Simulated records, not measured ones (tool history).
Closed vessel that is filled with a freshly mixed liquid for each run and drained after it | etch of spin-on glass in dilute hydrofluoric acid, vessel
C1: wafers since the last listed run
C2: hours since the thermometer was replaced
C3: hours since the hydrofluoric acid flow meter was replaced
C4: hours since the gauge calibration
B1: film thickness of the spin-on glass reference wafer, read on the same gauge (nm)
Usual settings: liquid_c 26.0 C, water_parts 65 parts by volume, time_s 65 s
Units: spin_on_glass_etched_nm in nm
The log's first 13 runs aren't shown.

run 14 hour=629.2 | liquid_c=26.0 water_parts=65 time_s=65 | C1=7348 C2=1377.0 C3=483.5 C4=1711.1 | B1=129.99 | spin_on_glass_etched_nm=44.83
-- hour=637.8 hydrofluoric acid flow meter replaced
run 15 hour=697.9 | liquid_c=26.0 water_parts=65 time_s=65 | C1=9494 C2=1445.7 C3=60.1 C4=1779.8 | B1=130.00 | spin_on_glass_etched_nm=45.40
run 16 hour=740.1 | liquid_c=26.0 water_parts=65 time_s=65 | C1=5918 C2=1487.9 C3=102.3 C4=1822.0 | B1=129.99 | spin_on_glass_etched_nm=45.55
-- hour=760.0 thermometer replaced
run 17 hour=781.7 | liquid_c=26.0 water_parts=65 time_s=65 | C1=5693 C2=21.7 C3=143.9 C4=1863.6 | B1=130.00 | spin_on_glass_etched_nm=46.87
run 18 hour=847.3 | liquid_c=26.0 water_parts=65 time_s=65 | C1=9199 C2=87.3 C3=209.5 C4=1929.2 | B1=130.01 | spin_on_glass_etched_nm=47.70
run 19 hour=902.8 | liquid_c=30.0 water_parts=65 time_s=65 | C1=7783 C2=142.8 C3=265.0 C4=1984.7 | B1=129.99 | spin_on_glass_etched_nm=56.22
run 20 hour=932.3 | liquid_c=26.0 water_parts=65 time_s=95 | C1=4137 C2=172.3 C3=294.5 C4=2014.2 | B1=129.98 | spin_on_glass_etched_nm=69.89
run 21 hour=970.0 | liquid_c=26.0 water_parts=65 time_s=65 | C1=5287 C2=210.0 C3=332.2 C4=2051.9 | B1=130.01 | spin_on_glass_etched_nm=49.08
-- hour=984.0 thermometer replaced, repeated, since the last time left the tool worse
-- hour=1038.5 gauge calibrated
run 22 hour=1052.2 | liquid_c=26.0 water_parts=80 time_s=65 | C1=11387 C2=68.2 C3=414.4 C4=13.7 | B1=130.02 | spin_on_glass_etched_nm=33.36
-- hour=1084.3 hydrofluoric acid flow meter replaced
run 23 hour=1085.5 | liquid_c=26.0 water_parts=90 time_s=35 | C1=4529 C2=101.5 C3=1.2 C4=47.0 | B1=130.01 | spin_on_glass_etched_nm=16.04
run 24 hour=1146.0 | liquid_c=26.0 water_parts=65 time_s=105 | C1=8484 C2=162.0 C3=61.7 C4=107.5 | B1=130.02 | spin_on_glass_etched_nm=69.18
run 25 hour=1182.0 | liquid_c=26.0 water_parts=90 time_s=65 | C1=5048 C2=198.0 C3=97.7 C4=143.5 | B1=129.98 | spin_on_glass_etched_nm=30.55
run 26 hour=1224.6 | liquid_c=28.5 water_parts=45 time_s=45 | C1=5974 C2=240.6 C3=140.3 C4=186.1 | B1=129.96 | spin_on_glass_etched_nm=48.39
run 27 hour=1256.9 | liquid_c=21.5 water_parts=55 time_s=95 | C1=4529 C2=272.9 C3=172.6 C4=218.4 | B1=130.01 | spin_on_glass_etched_nm=62.87
run 28 hour=1300.2 | liquid_c=26.0 water_parts=65 time_s=85 | C1=6072 C2=316.2 C3=215.9 C4=261.7 | B1=129.97 | spin_on_glass_etched_nm=56.66
run 29 hour=1366.9 | liquid_c=26.0 water_parts=95 time_s=80 | C1=9354 C2=382.9 C3=282.6 C4=328.4 | B1=130.01 | spin_on_glass_etched_nm=35.28
run 30 hour=1401.8 | liquid_c=26.0 water_parts=65 time_s=65 | C1=4894 C2=417.8 C3=317.5 C4=363.3 | B1=130.00 | spin_on_glass_etched_nm=43.88
run 31 hour=1464.4 | liquid_c=26.0 water_parts=65 time_s=65 | C1=8779 C2=480.4 C3=380.1 C4=425.9 | B1=130.02 | spin_on_glass_etched_nm=42.90
run 32 hour=1526.1 | liquid_c=30.5 water_parts=75 time_s=105 | C1=8653 C2=542.1 C3=441.8 C4=487.6 | B1=130.03 | spin_on_glass_etched_nm=71.03
run 33 hour=1570.2 | liquid_c=28.0 water_parts=65 time_s=95 | C1=6184 C2=586.2 C3=485.9 C4=531.7 | B1=130.03 | spin_on_glass_etched_nm=69.85

4 ways to go on from here, each from the tool as it stands after run 33. What would each give?
run A hour=1570.9 | liquid_c=24.5 water_parts=65 time_s=65 | C1=98 C2=586.9 C3=486.6 C4=532.4 | B1=? | spin_on_glass_etched_nm=?
run B hour=1570.9 | liquid_c=28.0 water_parts=65 time_s=65 | C1=98 C2=586.9 C3=486.6 C4=532.4 | B1=? | spin_on_glass_etched_nm=?
run C hour=1570.9 | liquid_c=23.0 water_parts=65 time_s=65 | C1=98 C2=586.9 C3=486.6 C4=532.4 | B1=? | spin_on_glass_etched_nm=?
run D hour=1570.9 | liquid_c=29.5 water_parts=40 time_s=40 | C1=98 C2=586.9 C3=486.6 C4=532.4 | B1=? | spin_on_glass_etched_nm=?

run=A B1=130.01 spin_on_glass_etched_nm=40.96
run=B B1=130.01 spin_on_glass_etched_nm=47.06
run=C B1=130.01 spin_on_glass_etched_nm=38.54
run=D B1=130.01 spin_on_glass_etched_nm=51.84
Without the tool's hidden state the same runs would have given:
run=A spin_on_glass_etched_nm=39.78
run=B spin_on_glass_etched_nm=45.75
run=C spin_on_glass_etched_nm=37.42
run=D spin_on_glass_etched_nm=50.38
